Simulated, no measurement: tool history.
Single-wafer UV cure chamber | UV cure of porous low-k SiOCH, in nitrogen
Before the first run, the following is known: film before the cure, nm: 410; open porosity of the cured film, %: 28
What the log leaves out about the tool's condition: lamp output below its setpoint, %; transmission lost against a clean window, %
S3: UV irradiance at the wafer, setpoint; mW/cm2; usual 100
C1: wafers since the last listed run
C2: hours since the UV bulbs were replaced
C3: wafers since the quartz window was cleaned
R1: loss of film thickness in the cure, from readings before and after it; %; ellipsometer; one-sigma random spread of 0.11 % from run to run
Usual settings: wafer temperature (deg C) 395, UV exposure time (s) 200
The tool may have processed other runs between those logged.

Run 1, day 0: usual settings; C1 0; C2 945.2; C3 3735. Result: R1 11.714 %.
Run 2, day 0.721: usual settings but wafer temperature (deg C) 387; C1 80; C2 962.5; C3 3816. Result: R1 11.601 %.
Run 3, day 1.225: usual settings but wafer temperature (deg C) 387; C1 56; C2 974.6; C3 3872. Result: R1 11.668 %.
Run 4, day 1.504: usual settings but wafer temperature (deg C) 387; C1 31; C2 981.3; C3 3903. Result: R1 11.487 %.
Run 5, day 2.117: usual settings; C1 68; C2 996; C3 3972. Result: R1 11.709 %.
At day 3.021: quartz window cleaned.
Run 6, day 3.042: usual settings; C1 66; C2 1018.2; C3 2. Result: R1 11.686 %.
Run 7, day 3.508: usual settings; C1 52; C2 1029.4; C3 54. Result: R1 11.636 %.
Run 8, day 4.171: usual settings; C1 74; C2 1045.3; C3 128. Result: R1 11.483 %.
Run 9, day 4.671: usual settings; C1 55; C2 1057.3; C3 184. Result: R1 11.515 %.
At day 5.079: UV bulbs replaced.
Run 10, day 5.267: usual settings; C1 29; C2 4.5; C3 213. Result: R1 13.835 %.
Run 11, day 5.7: usual settings; C1 48; C2 14.9; C3 262. Result: R1 13.621 %.
Run 12, day 6.104: usual settings but UV exposure time (s) 155, S3 88 mW/cm2; C1 45; C2 24.6; C3 307. Result: R1 11.735 %.
Run 13, day 6.712: usual settings but UV exposure time (s) 160, S3 73 mW/cm2; C1 68; C2 39.2; C3 375. Result: R1 10.92 %.
Run 14, day 7.35: usual settings but wafer temperature (deg C) 406, UV exposure time (s) 155; C1 71; C2 54.5; C3 446. Result: R1 12.606 %.
Run 15, day 7.65: usual settings; C1 33; C2 61.7; C3 480. Result: R1 13.663 %.
Run 16, day 8.012: usual settings but UV exposure time (s) 265; C1 40; C2 70.4; C3 520. Result: R1 15.272 %.
Run 17, day 8.371: usual settings but UV exposure time (s) 285; C1 40; C2 79; C3 560. Result: R1 15.737 %.
Run 18, day 8.712: usual settings but wafer temperature (deg C) 410; C1 38; C2 87.2; C3 599. Result: R1 14.117 %.

Here are 4 independent what-if runs from the current tool condition. What would each one return?
Run A, day 8.733: usual settings but S3 121 mW/cm2; C1 2; C2 87.7; C3 601. Result: R1 ?.
Run B, day 8.733: usual settings but UV exposure time (s) 260, S3 62 mW/cm2; C1 2; C2 87.7; C3 601. Result: R1 ?.
Run C, day 8.733: usual settings but wafer temperature (deg C) 389; C1 2; C2 87.7; C3 601. Result: R1 ?.
Run D, day 8.733: usual settings but wafer temperature (deg C) 414, UV exposure time (s) 310; C1 2; C2 87.7; C3 601. Result: R1 ?.

run      R1
  A  14.693
  B   12.45
  C    13.5
  D  16.516
Stripped of hidden state, with their random variation kept, the same runs would have yielded:
run      R1
  A  14.996
  B  12.743
  C  13.798
  D  16.828
